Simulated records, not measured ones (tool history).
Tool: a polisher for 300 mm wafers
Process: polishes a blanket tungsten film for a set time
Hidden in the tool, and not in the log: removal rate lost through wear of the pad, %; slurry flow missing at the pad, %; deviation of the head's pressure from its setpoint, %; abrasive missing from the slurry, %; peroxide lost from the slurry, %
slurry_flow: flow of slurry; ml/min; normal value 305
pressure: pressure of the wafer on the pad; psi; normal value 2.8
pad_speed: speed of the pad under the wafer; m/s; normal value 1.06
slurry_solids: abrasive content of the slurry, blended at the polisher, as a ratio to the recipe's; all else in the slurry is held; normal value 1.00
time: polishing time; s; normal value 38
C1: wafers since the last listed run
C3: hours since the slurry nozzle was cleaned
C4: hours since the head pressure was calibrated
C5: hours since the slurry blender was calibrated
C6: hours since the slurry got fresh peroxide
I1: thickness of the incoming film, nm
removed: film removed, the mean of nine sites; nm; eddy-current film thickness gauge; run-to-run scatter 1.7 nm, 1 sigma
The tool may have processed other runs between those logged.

{"run": 1, "hour": 0.0, "slurry_flow": 305, "pressure": 2.8, "pad_speed": 1.06, "slurry_solids": 1.2, "time": 38, "C1": 0, "wafers polished on this pad": 348, "C3": 482.4, "C4": 786.1, "C5": 28.1, "C6": 5.0, "I1": 690.1, "removed": 123.3}
{"run": 2, "hour": 10.5, "slurry_flow": 305, "pressure": 2.8, "pad_speed": 1.06, "slurry_solids": 1.2, "time": 38, "C1": 117, "wafers polished on this pad": 466, "C3": 492.9, "C4": 796.6, "C5": 38.6, "C6": 15.5, "I1": 692.9, "removed": 120.5}
{"hour": 16.7, "done": "head pressure recalibrated"}
{"run": 3, "hour": 25.2, "slurry_flow": 305, "pressure": 2.8, "pad_speed": 1.06, "slurry_solids": 1.1, "time": 38, "C1": 142, "wafers polished on this pad": 609, "C3": 507.6, "C4": 8.5, "C5": 53.3, "C6": 30.2, "I1": 690.1, "removed": 119.9}
{"run": 4, "hour": 34.1, "slurry_flow": 305, "pressure": 2.8, "pad_speed": 1.06, "slurry_solids": 1.1, "time": 38, "C1": 99, "wafers polished on this pad": 709, "C3": 516.5, "C4": 17.4, "C5": 62.2, "C6": 39.1, "I1": 692.6, "removed": 116.3}
{"hour": 57.2, "done": "worn pad replaced by a new one"}
{"hour": 79.4, "done": "slurry tank refilled with fresh slurry and peroxide"}
{"run": 5, "hour": 79.9, "slurry_flow": 305, "pressure": 2.8, "pad_speed": 1.06, "slurry_solids": 1.1, "time": 38, "C1": 457, "wafers polished on this pad": 243, "C3": 562.3, "C4": 63.2, "C5": 108.0, "C6": 0.5, "I1": 686.3, "removed": 114.3}
{"run": 6, "hour": 93.2, "slurry_flow": 305, "pressure": 2.8, "pad_speed": 1.06, "slurry_solids": 1.0, "time": 38, "C1": 149, "wafers polished on this pad": 392, "C3": 575.6, "C4": 76.5, "C5": 121.3, "C6": 13.8, "I1": 688.7, "removed": 112.4}
{"run": 7, "hour": 99.5, "slurry_flow": 305, "pressure": 3.6, "pad_speed": 1.06, "slurry_solids": 1.0, "time": 38, "C1": 70, "wafers polished on this pad": 463, "C3": 581.9, "C4": 82.8, "C5": 127.6, "C6": 20.1, "I1": 698.9, "removed": 141.8}
{"run": 8, "hour": 105.9, "slurry_flow": 305, "pressure": 3.5, "pad_speed": 1.06, "slurry_solids": 1.0, "time": 38, "C1": 71, "wafers polished on this pad": 534, "C3": 588.3, "C4": 89.2, "C5": 134.0, "C6": 26.5, "I1": 685.0, "removed": 140.3}
{"run": 9, "hour": 120.4, "slurry_flow": 305, "pressure": 3.3, "pad_speed": 1.06, "slurry_solids": 1.0, "time": 38, "C1": 162, "wafers polished on this pad": 697, "C3": 602.8, "C4": 103.7, "C5": 148.5, "C6": 41.0, "I1": 682.4, "removed": 129.6}
{"run": 10, "hour": 127.2, "slurry_flow": 265, "pressure": 2.0, "pad_speed": 0.82, "slurry_solids": 1.0, "time": 26, "C1": 76, "wafers polished on this pad": 773, "C3": 609.6, "C4": 110.5, "C5": 155.3, "C6": 47.8, "I1": 691.7, "removed": 41.0}
{"run": 11, "hour": 143.1, "slurry_flow": 305, "pressure": 2.8, "pad_speed": 1.06, "slurry_solids": 1.0, "time": 38, "C1": 178, "wafers polished on this pad": 952, "C3": 625.5, "C4": 126.4, "C5": 171.2, "C6": 63.7, "I1": 698.1, "removed": 112.2}
{"hour": 157.7, "done": "worn pad replaced by a new one"}
{"run": 12, "hour": 158.2, "slurry_flow": 305, "pressure": 2.8, "pad_speed": 1.06, "slurry_solids": 1.0, "time": 38, "C1": 124, "wafers polished on this pad": 5, "C3": 640.6, "C4": 141.5, "C5": 186.3, "C6": 78.8, "I1": 688.9, "removed": 109.5}
{"hour": 168.3, "done": "slurry tank refilled with fresh slurry and peroxide"}
{"run": 13, "hour": 170.5, "slurry_flow": 305, "pressure": 2.8, "pad_speed": 0.82, "slurry_solids": 1.0, "time": 47, "C1": 126, "wafers polished on this pad": 131, "C3": 652.9, "C4": 153.8, "C5": 198.6, "C6": 2.2, "I1": 685.9, "removed": 106.1}
{"run": 14, "hour": 187.3, "slurry_flow": 375, "pressure": 2.4, "pad_speed": 1.06, "slurry_solids": 0.8, "time": 27, "C1": 188, "wafers polished on this pad": 320, "C3": 669.7, "C4": 170.6, "C5": 215.4, "C6": 19.0, "I1": 703.3, "removed": 63.9}
{"hour": 191.8, "done": "slurry nozzle cleaned"}
{"run": 15, "hour": 204.0, "slurry_flow": 305, "pressure": 3.3, "pad_speed": 1.06, "slurry_solids": 0.85, "time": 38, "C1": 176, "wafers polished on this pad": 496, "C3": 12.2, "C4": 187.3, "C5": 232.1, "C6": 35.7, "I1": 700.8, "removed": 125.1}
{"hour": 209.6, "done": "slurry blender recalibrated"}
{"run": 16, "hour": 219.5, "slurry_flow": 305, "pressure": 2.8, "pad_speed": 1.06, "slurry_solids": 1.0, "time": 38, "C1": 151, "wafers polished on this pad": 648, "C3": 27.7, "C4": 202.8, "C5": 9.9, "C6": 51.2, "I1": 676.9, "removed": 120.5}
{"run": 17, "hour": 233.6, "slurry_flow": 265, "pressure": 2.8, "pad_speed": 1.06, "slurry_solids": 1.0, "time": 38, "C1": 158, "wafers polished on this pad": 806, "C3": 41.8, "C4": 216.9, "C5": 24.0, "C6": 65.3, "I1": 688.8, "removed": 117.4}
{"hour": 246.3, "done": "worn pad replaced by a new one"}
{"run": 18, "hour": 246.8, "slurry_flow": 340, "pressure": 2.8, "pad_speed": 0.78, "slurry_solids": 1.2, "time": 31, "C1": 103, "wafers polished on this pad": 5, "C3": 55.0, "C4": 230.1, "C5": 37.2, "C6": 78.5, "I1": 687.6, "removed": 73.4}
{"run": 19, "hour": 250.2, "slurry_flow": 410, "pressure": 2.1, "pad_speed": 1.34, "slurry_solids": 0.9, "time": 38, "C1": 38, "wafers polished on this pad": 43, "C3": 58.4, "C4": 233.5, "C5": 40.6, "C6": 81.9, "I1": 697.9, "removed": 109.1}
{"run": 20, "hour": 256.8, "slurry_flow": 305, "pressure": 2.8, "pad_speed": 1.06, "slurry_solids": 1.0, "time": 38, "C1": 74, "wafers polished on this pad": 117, "C3": 65.0, "C4": 240.1, "C5": 47.2, "C6": 88.5, "I1": 694.7, "removed": 113.8}
{"run": 21, "hour": 267.4, "slurry_flow": 355, "pressure": 2.8, "pad_speed": 0.76, "slurry_solids": 1.15, "time": 33, "C1": 118, "wafers polished on this pad": 236, "C3": 75.6, "C4": 250.7, "C5": 57.8, "C6": 99.1, "I1": 686.8, "removed": 72.8}
{"hour": 272.5, "done": "slurry tank refilled with fresh slurry and peroxide"}
{"run": 22, "hour": 277.8, "slurry_flow": 305, "pressure": 2.8, "pad_speed": 1.06, "slurry_solids": 1.0, "time": 38, "C1": 105, "wafers polished on this pad": 341, "C3": 86.0, "C4": 261.1, "C5": 68.2, "C6": 5.3, "I1": 690.3, "removed": 114.9}
{"run": 23, "hour": 287.1, "slurry_flow": 350, "pressure": 2.8, "pad_speed": 1.06, "slurry_solids": 0.75, "time": 38, "C1": 104, "wafers polished on this pad": 446, "C3": 95.3, "C4": 270.4, "C5": 77.5, "C6": 14.6, "I1": 681.3, "removed": 107.7}
{"run": 24, "hour": 300.7, "slurry_flow": 305, "pressure": 3.6, "pad_speed": 1.06, "slurry_solids": 1.0, "time": 38, "C1": 152, "wafers polished on this pad": 598, "C3": 108.9, "C4": 284.0, "C5": 91.1, "C6": 28.2, "I1": 695.2, "removed": 146.7}
{"run": 25, "hour": 310.2, "slurry_flow": 305, "pressure": 2.8, "pad_speed": 1.06, "slurry_solids": 1.0, "time": 38, "C1": 106, "wafers polished on this pad": 705, "C3": 118.4, "C4": 293.5, "C5": 100.6, "C6": 37.7, "I1": 686.1, "removed": 110.4}
{"run": 26, "hour": 318.4, "slurry_flow": 305, "pressure": 2.8, "pad_speed": 0.82, "slurry_solids": 1.0, "time": 47, "C1": 92, "wafers polished on this pad": 797, "C3": 126.6, "C4": 301.7, "C5": 108.8, "C6": 45.9, "I1": 684.9, "removed": 104.5}

Hidden condition of the tool, last listed run before each entry between runs versus first listed run after:
In the gap between runs 2 and 3: head pressure recalibrated (hour 16.7)
  abrasive missing from the slurry, %: 15.2 -> 18.6
  difference, measured minus the result without the unlogged condition, removed: -4.6 -> -5.7 nm
In the gap between runs 4 and 5: worn pad replaced by a new one (hour 57.2); slurry tank refilled with fresh slurry and peroxide (hour 79.4)
  abrasive missing from the slurry, %: 20.5 -> 27.3
  difference, measured minus the result without the unlogged condition, removed: -6.2 -> -8.5 nm
In the gap between runs 11 and 12: worn pad replaced by a new one (hour 157.7)
  abrasive missing from the slurry, %: 32.3 -> 33.1
  difference, measured minus the result without the unlogged condition, removed: -10.1 -> -10.1 nm
In the gap between runs 12 and 13: slurry tank refilled with fresh slurry and peroxide (hour 168.3)
  abrasive missing from the slurry, %: 33.1 -> 33.6
  difference, measured minus the result without the unlogged condition, removed: -10.1 -> -10.0 nm
In the gap between runs 14 and 15: slurry nozzle cleaned (hour 191.8)
  abrasive missing from the slurry, %: 34.2 -> 34.6
  difference, measured minus the result without the unlogged condition, removed: -6.0 -> -12.1 nm
In the gap between runs 15 and 16: slurry blender recalibrated (hour 209.6)
  abrasive missing from the slurry, %: 34.6 -> 5.75
  difference, measured minus the result without the unlogged condition, removed: -12.1 -> -1.6 nm
In the gap between runs 17 and 18: worn pad replaced by a new one (hour 246.3)
  abrasive missing from the slurry, %: 10.4 -> 14.2
  difference, measured minus the result without the unlogged condition, removed: -2.9 -> -2.6 nm
In the gap between runs 21 and 22: slurry tank refilled with fresh slurry and peroxide (hour 272.5)
  abrasive missing from the slurry, %: 19 -> 21
  difference, measured minus the result without the unlogged condition, removed: -3.5 -> -6.2 nm

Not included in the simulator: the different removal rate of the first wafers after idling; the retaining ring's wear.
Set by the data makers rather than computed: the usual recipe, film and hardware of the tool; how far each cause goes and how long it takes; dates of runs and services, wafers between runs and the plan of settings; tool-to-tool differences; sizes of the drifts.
